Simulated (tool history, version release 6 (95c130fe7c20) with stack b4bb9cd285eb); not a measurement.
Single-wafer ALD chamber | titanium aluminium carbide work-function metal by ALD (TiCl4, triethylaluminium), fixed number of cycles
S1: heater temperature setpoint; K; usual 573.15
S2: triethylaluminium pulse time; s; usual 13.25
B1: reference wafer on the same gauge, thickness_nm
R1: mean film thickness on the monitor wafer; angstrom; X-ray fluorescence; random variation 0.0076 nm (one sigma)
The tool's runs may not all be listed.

run,hour,S1,S2,B1,R1
1,0,564.15,13.25,1.851,19.82
2,18.8,573.15,13.25,1.851,20.5
3,50.3,573.15,13.25,1.85,20.48
# hour 74.8: triethylaluminium bottle replaced
4,75.3,573.15,13.25,1.848,20.54
5,103.7,573.15,13.25,1.85,20.53
6,134.3,573.15,13.25,1.849,20.34
7,154.2,573.15,13.25,1.849,20.4
8,178.8,573.15,13.25,1.85,20.48
9,191.3,573.15,13.25,1.85,20.49
10,216.6,573.15,13.25,1.852,20.32
11,235.5,573.15,13.25,1.849,20.52
12,266.7,573.15,10.79,1.85,19.81
13,294.6,573.15,13.25,1.85,20.3
# hour 312.9: showerhead replaced, of another model than before
14,390.9,559.15,18.52,1.85,19.4
15,414.8,573.15,13.25,1.847,20.32
# hour 438.4: gauge calibrated
# hour 442.8: thermocouple changed; heater temperature recalibrated
16,445.4,562.15,16.4,1.85,20.18
17,467.5,573.15,13.25,1.848,20.83
18,500,584.15,10.77,1.849,20.87
19,525.8,573.15,13.25,1.851,20.65
20,560.8,586.15,15.29,1.848,22
21,572.9,559.15,8.12,1.85,13.97
22,596.1,573.15,13.25,1.85,20.76
23,616,585.15,14.78,1.849,22
24,650.6,573.15,13.25,1.85,20.77
25,683,562.15,13.25,1.851,20
26,700.1,573.15,15.07,1.851,20.93
27,726.7,579.15,10.95,1.849,20.42
28,746.3,573.15,13.25,1.85,20.86
29,774.9,558.15,16.18,1.851,19.76
30,805.9,578.15,9.18,1.849,18.11
31,838.4,573.15,13.25,1.848,20.75
32,868.1,567.15,9.5,1.85,17.83
33,889.5,588.15,17.67,1.847,22.04

Hidden state or all else? Some run-to-run changes of R1, split into what the settings, what came in and random variation would give without the hidden state, and what is left for the hidden state (with any gauge scatter that isn't in both results):
The hidden state here: wafer temperature above the value expected at the setpoint (K); triethylaluminium dose above that of a fresh bottle (%); gauge reads high (%).
Run 13 -> 14: S1 573.15 -> 559.15, S2 13.25 -> 18.52, showerhead replaced, of another model than before. R1 -0.9 angstrom: hidden state -0.04, all else -0.86.
Run 15 -> 16: S1 573.15 -> 562.15, S2 13.25 -> 16.4, gauge calibrated, thermocouple changed; heater temperature recalibrated. R1 -0.14 angstrom: hidden state +0.52, all else -0.66.
Run 20 -> 21: S1 586.15 -> 559.15, S2 15.29 -> 8.12. R1 -8.03 angstrom: hidden state +0, all else -8.03.
Run 21 -> 22: S1 559.15 -> 573.15, S2 8.12 -> 13.25. R1 +6.79 angstrom: hidden state -0.01, all else +6.8.
Run 30 -> 31: S1 578.15 -> 573.15, S2 9.18 -> 13.25. R1 +2.64 angstrom: hidden state -0.04, all else +2.68.
Run 32 -> 33: S1 567.15 -> 588.15, S2 9.5 -> 17.67. R1 +4.21 angstrom: hidden state -0.03, all else +4.24.
